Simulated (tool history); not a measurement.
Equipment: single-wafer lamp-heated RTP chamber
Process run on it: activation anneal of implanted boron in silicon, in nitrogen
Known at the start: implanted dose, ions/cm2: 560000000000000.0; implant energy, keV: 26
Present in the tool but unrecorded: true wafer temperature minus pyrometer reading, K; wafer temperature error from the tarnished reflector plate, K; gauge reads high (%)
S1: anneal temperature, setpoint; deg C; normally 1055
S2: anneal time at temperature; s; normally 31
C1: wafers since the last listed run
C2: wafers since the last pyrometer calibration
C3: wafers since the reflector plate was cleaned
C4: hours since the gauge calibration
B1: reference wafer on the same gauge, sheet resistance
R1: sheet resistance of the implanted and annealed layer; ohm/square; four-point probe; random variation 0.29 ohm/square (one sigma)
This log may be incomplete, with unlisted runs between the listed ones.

| run | hour | S1 | S2 | C1 | C2 | C3 | C4 | B1 | R1 |
|---|---|---|---|---|---|---|---|---|---|
| 1 | 0.0 | 1055 | 31 | 0 | 1967 | 5082 | 500.9 | 170.97 | 195.34 |
|  | 50.2 | gauge calibrated |
| 2 | 66.1 | 1055 | 31 | 817 | 2784 | 5899 | 15.9 | 170.97 | 195.12 |
| 3 | 96.1 | 1055 | 31 | 370 | 3155 | 6270 | 45.9 | 171.04 | 195.00 |
| 4 | 122.4 | 1055 | 36 | 325 | 3480 | 6595 | 72.2 | 170.98 | 194.06 |
| 5 | 169.9 | 1055 | 31 | 587 | 4068 | 7183 | 119.7 | 170.99 | 195.08 |
| 6 | 241.8 | 1055 | 31 | 889 | 4957 | 8072 | 191.6 | 170.99 | 195.09 |
|  | 280.8 | pyrometer window cleaned and pyrometer calibrated |
| 7 | 298.4 | 1071 | 45 | 600 | 217 | 8673 | 248.2 | 171.05 | 192.87 |
| 8 | 350.3 | 1070 | 40 | 641 | 859 | 9315 | 300.1 | 170.96 | 192.76 |
| 9 | 396.7 | 1074 | 39 | 573 | 1433 | 9888 | 346.5 | 170.98 | 193.18 |
| 10 | 433.2 | 1055 | 42 | 451 | 1884 | 10340 | 383.0 | 170.99 | 193.70 |
|  | 499.0 | reflector plate cleaned |
| 11 | 499.5 | 1055 | 31 | 720 | 2605 | 6 | 449.3 | 170.98 | 194.90 |
| 12 | 537.1 | 1047 | 40 | 464 | 3070 | 471 | 486.9 | 170.97 | 194.47 |
|  | 562.8 | gauge calibrated |
| 13 | 607.2 | 1063 | 31 | 866 | 3937 | 1338 | 44.4 | 170.99 | 194.44 |
| 14 | 669.2 | 1071 | 25 | 766 | 4704 | 2105 | 106.4 | 170.98 | 194.68 |
| 15 | 701.1 | 1055 | 24 | 394 | 5098 | 2499 | 138.3 | 171.05 | 195.54 |
| 16 | 761.3 | 1055 | 31 | 744 | 5843 | 3244 | 198.5 | 170.96 | 195.32 |
| 17 | 792.3 | 1078 | 45 | 383 | 6226 | 3627 | 229.5 | 170.94 | 192.37 |

Alternative continuations, all from the tool just after run 17; predict every row:
| A | 792.7 | 1055 | 25 | 4 | 6231 | 3632 | 229.9 | ? | ? |
| B | 792.7 | 1067 | 18 | 4 | 6231 | 3632 | 229.9 | ? | ? |
| C | 792.7 | 1037 | 26 | 4 | 6231 | 3632 | 229.9 | ? | ? |
| D | 792.7 | 1036 | 24 | 4 | 6231 | 3632 | 229.9 | ? | ? |

| run | B1 | R1 |
|---|---|---|
| A | 170.96 | 195.12 |
| B | 170.96 | 195.23 |
| C | 170.96 | 196.45 |
| D | 170.96 | 196.74 |
What these runs would have given with no unlogged condition in the tool:
| run | R1 |
|---|---|
| A | 195.12 |
| B | 195.23 |
| C | 196.45 |
| D | 196.74 |
